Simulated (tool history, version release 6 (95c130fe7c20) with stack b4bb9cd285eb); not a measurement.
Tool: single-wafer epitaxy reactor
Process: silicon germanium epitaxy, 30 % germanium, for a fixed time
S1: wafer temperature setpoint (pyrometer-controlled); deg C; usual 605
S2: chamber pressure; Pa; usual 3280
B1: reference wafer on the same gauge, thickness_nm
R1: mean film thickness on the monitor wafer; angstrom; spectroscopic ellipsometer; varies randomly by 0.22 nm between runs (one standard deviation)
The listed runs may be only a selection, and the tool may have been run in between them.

Run 1, hour 0.0: usual settings but S2 2746 Pa; B1 64.680. Result: R1 773.96 angstrom.
Run 2, hour 17.9: usual settings but S2 3800 Pa; B1 64.698. Result: R1 877.88 angstrom.
Run 3, hour 31.2: usual settings; B1 64.728. Result: R1 831.53 angstrom.
Run 4, hour 45.9: usual settings; B1 64.662. Result: R1 834.38 angstrom.
Run 5, hour 55.5: usual settings; B1 64.741. Result: R1 832.98 angstrom.
Run 6, hour 107.1: usual settings but S1 596 deg C, S2 2813 Pa; B1 64.646. Result: R1 666.35 angstrom.
Run 7, hour 147.6: usual settings; B1 64.731. Result: R1 757.89 angstrom.
Run 8, hour 153.7: usual settings but S1 611 deg C; B1 64.699. Result: R1 851.54 angstrom.
Run 9, hour 170.9: usual settings but S1 612 deg C, S2 3933 Pa; B1 64.715. Result: R1 926.88 angstrom.
Run 10, hour 180.4: usual settings but S1 601 deg C, S2 2840 Pa; B1 64.688. Result: R1 663.30 angstrom.
Run 11, hour 195.6: usual settings; B1 64.684. Result: R1 759.48 angstrom.
Run 12, hour 204.0: usual settings but S1 600 deg C, S2 3733 Pa; B1 64.669. Result: R1 725.33 angstrom.
Run 13, hour 214.2: usual settings but S1 597 deg C; B1 64.720. Result: R1 650.45 angstrom.
Run 14, hour 223.1: usual settings; B1 64.638. Result: R1 756.88 angstrom.
Run 15, hour 233.6: usual settings; B1 64.703. Result: R1 758.84 angstrom.
Run 16, hour 247.0: usual settings but S1 616 deg C, S2 2546 Pa; B1 64.715. Result: R1 849.69 angstrom.

Missing from the log above: 4 entries noted between runs. For each, name the pair of listed runs it sits between and say how the tool's hidden condition differs from the listed run just before to the listed run just after:
After run 5, before run 6: capacitance manometer re-zeroed and calibrated (hour 106.6)
  wafer temperature above the value expected at the setpoint (K): 4.07 -> 4.35
  measured minus no-state result, R1: +62.20 -> +54.08 angstrom
After run 6, before run 7: pyrometer calibrated (hour 121.3); showerhead replaced (hour 122.7)
  wafer temperature above the value expected at the setpoint (K): 4.35 -> -0.881
  measured minus no-state result, R1: +54.08 -> -12.91 angstrom
After run 10, before run 11: gauge calibrated (hour 182.4)
  wafer temperature above the value expected at the setpoint (K): -0.877 -> -0.874
  measured minus no-state result, R1: -11.35 -> -12.82 angstrom
